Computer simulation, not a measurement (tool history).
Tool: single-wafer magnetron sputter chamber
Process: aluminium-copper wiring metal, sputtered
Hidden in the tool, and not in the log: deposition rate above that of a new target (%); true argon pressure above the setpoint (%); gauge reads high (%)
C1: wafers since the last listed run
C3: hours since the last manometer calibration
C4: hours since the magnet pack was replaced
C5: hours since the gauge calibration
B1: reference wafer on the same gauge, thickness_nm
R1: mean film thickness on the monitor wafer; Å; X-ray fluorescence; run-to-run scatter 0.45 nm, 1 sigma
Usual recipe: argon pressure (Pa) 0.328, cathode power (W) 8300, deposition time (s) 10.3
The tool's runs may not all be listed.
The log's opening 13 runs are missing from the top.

Run 14, hour 224.7: usual settings but argon pressure (Pa) 0.357, cathode power (W) 9900; C1 1579; wafers on the sputter target 4025; C3 2598.6; C4 38.2; C5 557.7; B1 156.811. Result: R1 1797.81 Å.
Run 15, hour 234.4: usual settings but argon pressure (Pa) 0.421, deposition time (s) 12.2; C1 406; wafers on the sputter target 4432; C3 2608.3; C4 47.9; C5 567.4; B1 157.059. Result: R1 1702.78 Å.
Run 16, hour 249.5: usual settings but deposition time (s) 9.1; C1 632; wafers on the sputter target 5065; C3 2623.4; C4 63.0; C5 582.5; B1 157.071. Result: R1 1342.20 Å.
At hour 262.8: capacitance manometer re-zeroed and calibrated.
At hour 263.5: sputter target and shields replaced.
Run 17, hour 266.8: usual settings but cathode power (W) 6500, deposition time (s) 9.3; C1 360; wafers on the sputter target 137; C3 4.0; C4 80.3; C5 599.8; B1 156.917. Result: R1 1094.79 Å.
Run 18, hour 274.0: usual settings; C1 301; wafers on the sputter target 438; C3 11.2; C4 87.5; C5 607.0; B1 157.064. Result: R1 1547.42 Å.
Run 19, hour 289.7: usual settings; C1 657; wafers on the sputter target 1096; C3 26.9; C4 103.2; C5 622.7; B1 156.903. Result: R1 1535.76 Å.
Run 20, hour 305.7: usual settings but argon pressure (Pa) 0.237, deposition time (s) 8.4; C1 670; wafers on the sputter target 1767; C3 42.9; C4 119.2; C5 638.7; B1 157.047. Result: R1 1319.03 Å.
At hour 311.3: gauge calibrated.
Run 21, hour 313.7: usual settings but deposition time (s) 9.6; C1 335; wafers on the sputter target 2102; C3 50.9; C4 127.2; C5 2.4; B1 156.946. Result: R1 1427.92 Å.
Run 22, hour 324.6: usual settings but deposition time (s) 12.0; C1 456; wafers on the sputter target 2559; C3 61.8; C4 138.1; C5 13.3; B1 157.008. Result: R1 1777.36 Å.
Run 23, hour 338.5: usual settings; C1 582; wafers on the sputter target 3141; C3 75.7; C4 152.0; C5 27.2; B1 157.291. Result: R1 1517.59 Å.
Run 24, hour 349.6: usual settings; C1 465; wafers on the sputter target 3606; C3 86.8; C4 163.1; C5 38.3; B1 157.172. Result: R1 1522.36 Å.
Run 25, hour 365.9: usual settings; C1 683; wafers on the sputter target 4289; C3 103.1; C4 179.4; C5 54.6; B1 156.782. Result: R1 1519.59 Å.
Run 26, hour 377.0: usual settings; C1 465; wafers on the sputter target 4754; C3 114.2; C4 190.5; C5 65.7; B1 157.177. Result: R1 1511.48 Å.
Run 27, hour 387.1: usual settings but argon pressure (Pa) 0.398, cathode power (W) 6450; C1 423; wafers on the sputter target 5178; C3 124.3; C4 200.6; C5 75.8; B1 157.032. Result: R1 1133.40 Å.
Run 28, hour 393.8: usual settings but argon pressure (Pa) 0.277, cathode power (W) 7450, deposition time (s) 8.9; C1 280; wafers on the sputter target 5458; C3 131.0; C4 207.3; C5 82.5; B1 156.779. Result: R1 1208.56 Å.
Run 29, hour 411.6: usual settings but argon pressure (Pa) 0.237, cathode power (W) 6700, deposition time (s) 12.2; C1 745; wafers on the sputter target 6204; C3 148.8; C4 225.1; C5 100.3; B1 156.920. Result: R1 1533.58 Å.
Run 30, hour 421.7: usual settings but deposition time (s) 12.2; C1 423; wafers on the sputter target 6628; C3 158.9; C4 235.2; C5 110.4; B1 156.819. Result: R1 1796.06 Å.
At hour 433.7: sputter target and shields replaced.
Run 31, hour 434.2: usual settings but deposition time (s) 11.5; C1 188; wafers on the sputter target 20; C3 171.4; C4 247.7; C5 122.9; B1 157.121. Result: R1 1723.42 Å.
Run 32, hour 445.9: usual settings but argon pressure (Pa) 0.288, cathode power (W) 10300, deposition time (s) 11.3; C1 490; wafers on the sputter target 511; C3 183.1; C4 259.4; C5 134.6; B1 156.967. Result: R1 2155.97 Å.
Run 33, hour 456.6: usual settings; C1 448; wafers on the sputter target 959; C3 193.8; C4 270.1; C5 145.3; B1 157.010. Result: R1 1544.73 Å.
Run 34, hour 473.4: usual settings but argon pressure (Pa) 0.446, cathode power (W) 7600, deposition time (s) 9.2; C1 703; wafers on the sputter target 1663; C3 210.6; C4 286.9; C5 162.1; B1 157.017. Result: R1 1167.21 Å.
Run 35, hour 483.0: usual settings but argon pressure (Pa) 0.222, cathode power (W) 9900; C1 402; wafers on the sputter target 2065; C3 220.2; C4 296.5; C5 171.7; B1 157.237. Result: R1 1938.04 Å.

Branching from run 35: 4 alternative next runs. What would each branch give?
Run A, hour 483.4: usual settings; C1 16; wafers on the sputter target 2082; C3 220.6; C4 296.9; C5 172.1; B1 ?. Result: R1 ?.
Run B, hour 483.4: usual settings but argon pressure (Pa) 0.220; C1 16; wafers on the sputter target 2082; C3 220.6; C4 296.9; C5 172.1; B1 ?. Result: R1 ?.
Run C, hour 483.4: usual settings but deposition time (s) 8.3; C1 16; wafers on the sputter target 2082; C3 220.6; C4 296.9; C5 172.1; B1 ?. Result: R1 ?.
Run D, hour 483.4: usual settings but argon pressure (Pa) 0.275; C1 16; wafers on the sputter target 2082; C3 220.6; C4 296.9; C5 172.1; B1 ?. Result: R1 ?.

run       B1       R1
  A  156.992  1522.64
  B  156.992  1624.46
  C  156.992  1226.98
  D  156.992  1571.48
Without the tool's hidden state the same runs would have given:
run       R1
  A  1552.85
  B  1656.69
  C  1251.33
  D  1602.66
